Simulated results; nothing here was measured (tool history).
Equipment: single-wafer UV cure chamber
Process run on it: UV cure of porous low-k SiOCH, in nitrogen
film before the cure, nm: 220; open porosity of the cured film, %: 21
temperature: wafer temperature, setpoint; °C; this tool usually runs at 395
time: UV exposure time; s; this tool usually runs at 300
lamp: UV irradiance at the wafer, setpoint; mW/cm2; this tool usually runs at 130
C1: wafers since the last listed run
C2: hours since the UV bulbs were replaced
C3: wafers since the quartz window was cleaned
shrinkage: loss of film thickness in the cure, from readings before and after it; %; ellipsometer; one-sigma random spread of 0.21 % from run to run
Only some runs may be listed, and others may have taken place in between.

run 1 day=0.000 | temperature=395 time=300 lamp=159 | C1=0 C2=1085.1 C3=1527 | shrinkage=15.222
run 2 day=2.862 | temperature=395 time=300 lamp=130 | C1=306 C2=1153.8 C3=1833 | shrinkage=14.031
run 3 day=5.467 | temperature=395 time=300 lamp=130 | C1=278 C2=1216.3 C3=2112 | shrinkage=13.784
-- day=5.992 quartz window cleaned
run 4 day=8.192 | temperature=395 time=300 lamp=130 | C1=255 C2=1281.7 C3=235 | shrinkage=14.577
run 5 day=9.362 | temperature=395 time=300 lamp=130 | C1=125 C2=1309.8 C3=360 | shrinkage=14.590
run 6 day=10.933 | temperature=395 time=300 lamp=130 | C1=168 C2=1347.5 C3=528 | shrinkage=14.855
run 7 day=12.183 | temperature=395 time=300 lamp=130 | C1=133 C2=1377.5 C3=662 | shrinkage=14.488
run 8 day=14.404 | temperature=395 time=300 lamp=130 | C1=237 C2=1430.8 C3=899 | shrinkage=14.242
run 9 day=16.267 | temperature=407 time=300 lamp=130 | C1=199 C2=1475.5 C3=1099 | shrinkage=14.346
run 10 day=17.846 | temperature=407 time=300 lamp=130 | C1=168 C2=1513.4 C3=1268 | shrinkage=14.253
run 11 day=19.892 | temperature=389 time=300 lamp=130 | C1=218 C2=1562.5 C3=1487 | shrinkage=14.029
run 12 day=21.425 | temperature=389 time=300 lamp=130 | C1=164 C2=1599.3 C3=1651 | shrinkage=13.609
run 13 day=22.750 | temperature=395 time=300 lamp=130 | C1=141 C2=1631.1 C3=1792 | shrinkage=13.747
-- day=25.408 quartz window cleaned
run 14 day=25.429 | temperature=395 time=300 lamp=130 | C1=250 C2=1695.4 C3=2 | shrinkage=14.629
run 15 day=27.592 | temperature=395 time=300 lamp=130 | C1=231 C2=1747.3 C3=233 | shrinkage=14.781
run 16 day=28.662 | temperature=395 time=255 lamp=130 | C1=114 C2=1773.0 C3=348 | shrinkage=13.926
run 17 day=31.462 | temperature=395 time=255 lamp=130 | C1=299 C2=1840.2 C3=647 | shrinkage=13.912
run 18 day=34.883 | temperature=383 time=300 lamp=130 | C1=365 C2=1922.3 C3=1013 | shrinkage=13.920
run 19 day=37.121 | temperature=383 time=300 lamp=130 | C1=239 C2=1976.0 C3=1253 | shrinkage=13.939
run 20 day=39.454 | temperature=395 time=415 lamp=144 | C1=249 C2=2032.0 C3=1502 | shrinkage=16.271
run 21 day=47.146 | temperature=395 time=415 lamp=144 | C1=822 C2=2216.6 C3=2325 | shrinkage=15.392
-- day=49.862 quartz window cleaned
run 22 day=49.883 | temperature=395 time=300 lamp=130 | C1=257 C2=2282.3 C3=2 | shrinkage=14.535
run 23 day=52.371 | temperature=395 time=300 lamp=130 | C1=266 C2=2342.0 C3=268 | shrinkage=14.805
run 24 day=54.383 | temperature=395 time=300 lamp=130 | C1=215 C2=2390.3 C3=483 | shrinkage=14.790
run 25 day=56.312 | temperature=384 time=460 lamp=164 | C1=206 C2=2436.6 C3=690 | shrinkage=17.602
run 26 day=58.383 | temperature=395 time=300 lamp=165 | C1=221 C2=2486.3 C3=911 | shrinkage=15.503
run 27 day=59.725 | temperature=395 time=300 lamp=130 | C1=143 C2=2518.5 C3=1055 | shrinkage=14.299
run 28 day=62.604 | temperature=395 time=450 lamp=145 | C1=308 C2=2587.6 C3=1363 | shrinkage=16.591
run 29 day=65.321 | temperature=395 time=395 lamp=130 | C1=290 C2=2652.8 C3=1653 | shrinkage=14.963
run 30 day=66.400 | temperature=395 time=300 lamp=130 | C1=115 C2=2678.7 C3=1769 | shrinkage=13.594
run 31 day=69.212 | temperature=410 time=300 lamp=94 | C1=300 C2=2746.2 C3=2070 | shrinkage=12.539
-- day=71.562 quartz window cleaned
run 32 day=72.192 | temperature=382 time=175 lamp=91 | C1=283 C2=2817.7 C3=67 | shrinkage=10.200
-- day=73.088 UV bulbs replaced
run 33 day=73.358 | temperature=395 time=450 lamp=130 | C1=89 C2=6.5 C3=156 | shrinkage=16.831
run 34 day=74.667 | temperature=403 time=155 lamp=113 | C1=139 C2=37.9 C3=296 | shrinkage=10.837
run 35 day=82.183 | temperature=395 time=215 lamp=111 | C1=804 C2=218.3 C3=1100 | shrinkage=12.060
run 36 day=84.817 | temperature=395 time=300 lamp=130 | C1=281 C2=281.5 C3=1382 | shrinkage=14.183
run 37 day=87.538 | temperature=407 time=200 lamp=130 | C1=291 C2=346.8 C3=1673 | shrinkage=12.208
run 38 day=89.417 | temperature=395 time=235 lamp=130 | C1=201 C2=391.9 C3=1874 | shrinkage=12.505
-- day=91.821 quartz window cleaned
run 39 day=92.246 | temperature=395 time=300 lamp=160 | C1=267 C2=459.8 C3=45 | shrinkage=15.505
run 40 day=94.542 | temperature=395 time=255 lamp=130 | C1=245 C2=514.9 C3=291 | shrinkage=13.699
run 41 day=95.767 | temperature=395 time=300 lamp=130 | C1=131 C2=544.3 C3=422 | shrinkage=14.569
run 42 day=97.529 | temperature=395 time=300 lamp=144 | C1=188 C2=586.6 C3=610 | shrinkage=14.747
run 43 day=98.638 | temperature=408 time=120 lamp=160 | C1=118 C2=613.2 C3=729 | shrinkage=11.376
run 44 day=100.112 | temperature=409 time=355 lamp=166 | C1=157 C2=648.6 C3=887 | shrinkage=16.244
run 45 day=103.033 | temperature=409 time=355 lamp=166 | C1=312 C2=718.7 C3=1199 | shrinkage=15.904
run 46 day=105.338 | temperature=395 time=140 lamp=130 | C1=246 C2=774.0 C3=1446 | shrinkage=10.464
run 47 day=107.104 | temperature=382 time=300 lamp=106 | C1=189 C2=816.4 C3=1635 | shrinkage=12.267
run 48 day=108.529 | temperature=390 time=450 lamp=117 | C1=152 C2=850.6 C3=1787 | shrinkage=15.040
run 49 day=110.338 | temperature=395 time=150 lamp=130 | C1=193 C2=894.0 C3=1981 | shrinkage=10.725

3 ways to go on from here, each from the tool as it stands after run 49. What would each give?
run A day=110.358 | temperature=395 time=300 lamp=130 | C1=2 C2=894.5 C3=1983 | shrinkage=?
run B day=110.358 | temperature=400 time=250 lamp=130 | C1=2 C2=894.5 C3=1983 | shrinkage=?
run C day=110.358 | temperature=395 time=435 lamp=130 | C1=2 C2=894.5 C3=1983 | shrinkage=?

run=A shrinkage=13.762
run=B shrinkage=12.985
run=C shrinkage=15.567
Stripped of hidden state, with their random variation kept, the same runs would have yielded:
run=A shrinkage=14.898
run=B shrinkage=14.107
run=C shrinkage=16.720

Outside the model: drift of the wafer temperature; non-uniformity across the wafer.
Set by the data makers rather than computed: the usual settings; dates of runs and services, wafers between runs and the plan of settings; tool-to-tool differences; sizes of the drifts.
